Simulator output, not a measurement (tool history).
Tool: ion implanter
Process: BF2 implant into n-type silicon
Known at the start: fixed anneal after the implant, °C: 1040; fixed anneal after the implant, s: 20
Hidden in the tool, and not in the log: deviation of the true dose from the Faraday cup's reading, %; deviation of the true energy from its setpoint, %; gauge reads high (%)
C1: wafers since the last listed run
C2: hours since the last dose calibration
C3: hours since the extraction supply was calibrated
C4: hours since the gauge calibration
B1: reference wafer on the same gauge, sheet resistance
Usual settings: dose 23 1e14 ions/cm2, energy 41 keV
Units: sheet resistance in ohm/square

{"run": 1, "hour": 0.0, "dose": 23, "energy": 46, "C1": 0, "C2": 1241.8, "C3": 3400.1, "C4": 692.6, "B1": 74.25, "sheet resistance": 84.3}
{"run": 2, "hour": 70.4, "dose": 23, "energy": 46, "C1": 989, "C2": 1312.2, "C3": 3470.5, "C4": 763, "B1": 74.42, "sheet resistance": 84.93}
{"run": 3, "hour": 156.9, "dose": 21.59, "energy": 41, "C1": 1216, "C2": 1398.7, "C3": 3557, "C4": 849.5, "B1": 74.56, "sheet resistance": 90.4}
{"run": 4, "hour": 216.2, "dose": 23, "energy": 41, "C1": 833, "C2": 1458, "C3": 3616.3, "C4": 908.8, "B1": 74.74, "sheet resistance": 89.55}
{"run": 5, "hour": 292.5, "dose": 23, "energy": 41, "C1": 1072, "C2": 1534.3, "C3": 3692.6, "C4": 985.1, "B1": 74.86, "sheet resistance": 89.97}
{"run": 6, "hour": 398.9, "dose": 25.56, "energy": 37.5, "C1": 1496, "C2": 1640.7, "C3": 3799, "C4": 1091.5, "B1": 75.14, "sheet resistance": 92.64}
{"run": 7, "hour": 468.5, "dose": 25.56, "energy": 37.5, "C1": 978, "C2": 1710.3, "C3": 3868.6, "C4": 1161.1, "B1": 75.28, "sheet resistance": 92.66}
{"hour": 516.8, "done": "gauge calibrated"}
{"hour": 524.1, "done": "extraction supply calibrated"}
{"run": 8, "hour": 557.5, "dose": 25.56, "energy": 37.5, "C1": 1138, "C2": 1799.3, "C3": 33.4, "C4": 40.7, "B1": 73.68, "sheet resistance": 90.24}
{"run": 9, "hour": 628.3, "dose": 23, "energy": 41, "C1": 995, "C2": 1870.1, "C3": 104.2, "C4": 111.5, "B1": 73.8, "sheet resistance": 87.88}
{"run": 10, "hour": 678.2, "dose": 18.46, "energy": 51, "C1": 701, "C2": 1920, "C3": 154.1, "C4": 161.4, "B1": 73.83, "sheet resistance": 85.03}
{"run": 11, "hour": 721.9, "dose": 29.78, "energy": 41, "C1": 614, "C2": 1963.7, "C3": 197.8, "C4": 205.1, "B1": 73.81, "sheet resistance": 85.52}
{"run": 12, "hour": 791.8, "dose": 23, "energy": 27, "C1": 982, "C2": 2033.6, "C3": 267.7, "C4": 275, "B1": 73.85, "sheet resistance": 105.52}
{"run": 13, "hour": 876.2, "dose": 20, "energy": 35, "C1": 1186, "C2": 2118, "C3": 352.1, "C4": 359.4, "B1": 73.89, "sheet resistance": 97.57}
{"hour": 897.8, "done": "Faraday cup replaced and dose calibrated"}
{"run": 14, "hour": 959.6, "dose": 23, "energy": 41, "C1": 1060, "C2": 61.8, "C3": 435.5, "C4": 442.8, "B1": 73.87, "sheet resistance": 88.37}
{"run": 15, "hour": 1064.4, "dose": 16.23, "energy": 37, "C1": 1473, "C2": 166.6, "C3": 540.3, "C4": 547.6, "B1": 74.03, "sheet resistance": 100.59}
{"run": 16, "hour": 1165.3, "dose": 16.19, "energy": 51, "C1": 1418, "C2": 267.5, "C3": 641.2, "C4": 648.5, "B1": 74.13, "sheet resistance": 90.96}

3 ways to go on from here, each from the tool as it stands after run 16. What would each give?
{"run": "A", "hour": 1165.7, "dose": 19.43, "energy": 41, "C1": 5, "C2": 267.9, "C3": 641.6, "C4": 648.9, "B1": "?", "sheet resistance": "?"}
{"run": "B", "hour": 1165.7, "dose": 27.05, "energy": 34, "C1": 5, "C2": 267.9, "C3": 641.6, "C4": 648.9, "B1": "?", "sheet resistance": "?"}
{"run": "C", "hour": 1165.7, "dose": 17.76, "energy": 55, "C1": 5, "C2": 267.9, "C3": 641.6, "C4": 648.9, "B1": "?", "sheet resistance": "?"}

run=A B1=74.18 sheet_resistance=92.52
run=B B1=74.18 sheet_resistance=95.26
run=C B1=74.18 sheet_resistance=85.22
Without the tool's hidden state the same runs would have given:
run=A sheet_resistance=91.91
run=B sheet_resistance=94.63
run=C sheet_resistance=84.65
